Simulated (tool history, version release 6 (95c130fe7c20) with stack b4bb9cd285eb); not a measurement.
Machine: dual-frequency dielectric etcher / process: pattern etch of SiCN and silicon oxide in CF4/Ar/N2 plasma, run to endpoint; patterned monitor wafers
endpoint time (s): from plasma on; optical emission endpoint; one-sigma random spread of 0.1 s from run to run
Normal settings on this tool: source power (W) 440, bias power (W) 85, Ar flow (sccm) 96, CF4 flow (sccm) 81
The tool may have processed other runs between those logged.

| run | hour | source power (W) | bias power (W) | Ar flow (sccm) | CF4 flow (sccm) | wafers since the last listed run | hours since the last wet clean | hours since the last source power generator calibration | hours since the last bias power generator calibration | hours since the last Ar flow controller change | hours since the last CF4 flow controller change | hours since the last upper electrode change | incoming incoming film thickness, nm | endpoint time (s) |
|---|---|---|---|---|---|---|---|---|---|---|---|---|---|---|
| 1 | 0.0 | 440 | 85 | 96 | 81 | 0 | 491.6 | 2818.5 | 1643.3 | 5693.3 | 5697.1 | 3835.5 | 16.80 | 18.1 |
| 2 | 23.9 | 440 | 85 | 96 | 81 | 400 | 515.5 | 2842.4 | 1667.2 | 5717.2 | 5721.0 | 3859.4 | 16.89 | 18.0 |
| 3 | 44.3 | 440 | 85 | 89 | 81 | 342 | 535.9 | 2862.8 | 1687.6 | 5737.6 | 5741.4 | 3879.8 | 16.83 | 17.7 |
| 4 | 68.9 | 440 | 85 | 89 | 81 | 412 | 560.5 | 2887.4 | 1712.2 | 5762.2 | 5766.0 | 3904.4 | 16.73 | 17.7 |
| 5 | 102.3 | 440 | 85 | 89 | 81 | 560 | 593.9 | 2920.8 | 1745.6 | 5795.6 | 5799.4 | 3937.8 | 16.87 | 18.1 |
| 6 | 124.8 | 440 | 85 | 96 | 81 | 377 | 616.4 | 2943.3 | 1768.1 | 5818.1 | 5821.9 | 3960.3 | 16.89 | 18.3 |
|  | 132.2 | Ar flow controller replaced |
|  | 143.3 | bias power generator calibrated |
|  | 158.7 | wet clean of the chamber |
| 7 | 159.2 | 440 | 85 | 96 | 81 | 150 | 0.5 | 2977.7 | 15.9 | 27.0 | 5856.3 | 3994.7 | 16.91 | 17.3 |
| 8 | 173.8 | 440 | 85 | 96 | 81 | 244 | 15.1 | 2992.3 | 30.5 | 41.6 | 5870.9 | 4009.3 | 16.90 | 17.3 |
|  | 206.6 | upper electrode replaced |
| 9 | 209.7 | 440 | 85 | 96 | 81 | 199 | 51.0 | 3028.2 | 66.4 | 77.5 | 5906.8 | 3.1 | 16.89 | 17.2 |
| 10 | 229.2 | 440 | 97 | 80 | 81 | 326 | 70.5 | 3047.7 | 85.9 | 97.0 | 5926.3 | 22.6 | 16.79 | 16.5 |
| 11 | 241.3 | 440 | 85 | 87 | 81 | 202 | 82.6 | 3059.8 | 98.0 | 109.1 | 5938.4 | 34.7 | 17.03 | 17.2 |
| 12 | 257.0 | 520 | 85 | 73 | 64 | 263 | 98.3 | 3075.5 | 113.7 | 124.8 | 5954.1 | 50.4 | 16.87 | 14.3 |
| 13 | 280.4 | 440 | 85 | 89 | 81 | 392 | 121.7 | 3098.9 | 137.1 | 148.2 | 5977.5 | 73.8 | 16.88 | 17.1 |
| 14 | 296.3 | 530 | 97 | 108 | 76 | 266 | 137.6 | 3114.8 | 153.0 | 164.1 | 5993.4 | 89.7 | 16.86 | 14.3 |
|  | 346.6 | source power generator calibrated |
|  | 350.1 | CF4 flow controller replaced |
| 15 | 359.6 | 470 | 96 | 88 | 96 | 935 | 200.9 | 13.0 | 216.3 | 227.4 | 9.5 | 153.0 | 16.76 | 15.4 |
| 16 | 389.8 | 440 | 85 | 96 | 81 | 506 | 231.1 | 43.2 | 246.5 | 257.6 | 39.7 | 183.2 | 17.04 | 17.8 |
| 17 | 414.9 | 510 | 101 | 96 | 81 | 420 | 256.2 | 68.3 | 271.6 | 282.7 | 64.8 | 208.3 | 17.02 | 14.8 |
| 18 | 440.3 | 440 | 85 | 73 | 95 | 425 | 281.6 | 93.7 | 297.0 | 308.1 | 90.2 | 233.7 | 17.01 | 16.9 |

3 ways to go on from here, each from the tool as it stands after run 18. What would each give?
| A | 440.7 | 440 | 85 | 96 | 81 | 6 | 282.0 | 94.1 | 297.4 | 308.5 | 90.6 | 234.1 | 16.97 | ? |
| B | 440.7 | 490 | 65 | 78 | 94 | 6 | 282.0 | 94.1 | 297.4 | 308.5 | 90.6 | 234.1 | 16.97 | ? |
| C | 440.7 | 350 | 85 | 80 | 81 | 6 | 282.0 | 94.1 | 297.4 | 308.5 | 90.6 | 234.1 | 16.97 | ? |

| run | endpoint time (s) |
|---|---|
| A | 18.1 |
| B | 15.9 |
| C | 23.0 |
The same runs, with their run-to-run variation unchanged, on a tool lacking any hidden condition would have given:
| run | endpoint time (s) |
|---|---|
| A | 17.6 |
| B | 15.5 |
| C | 22.4 |
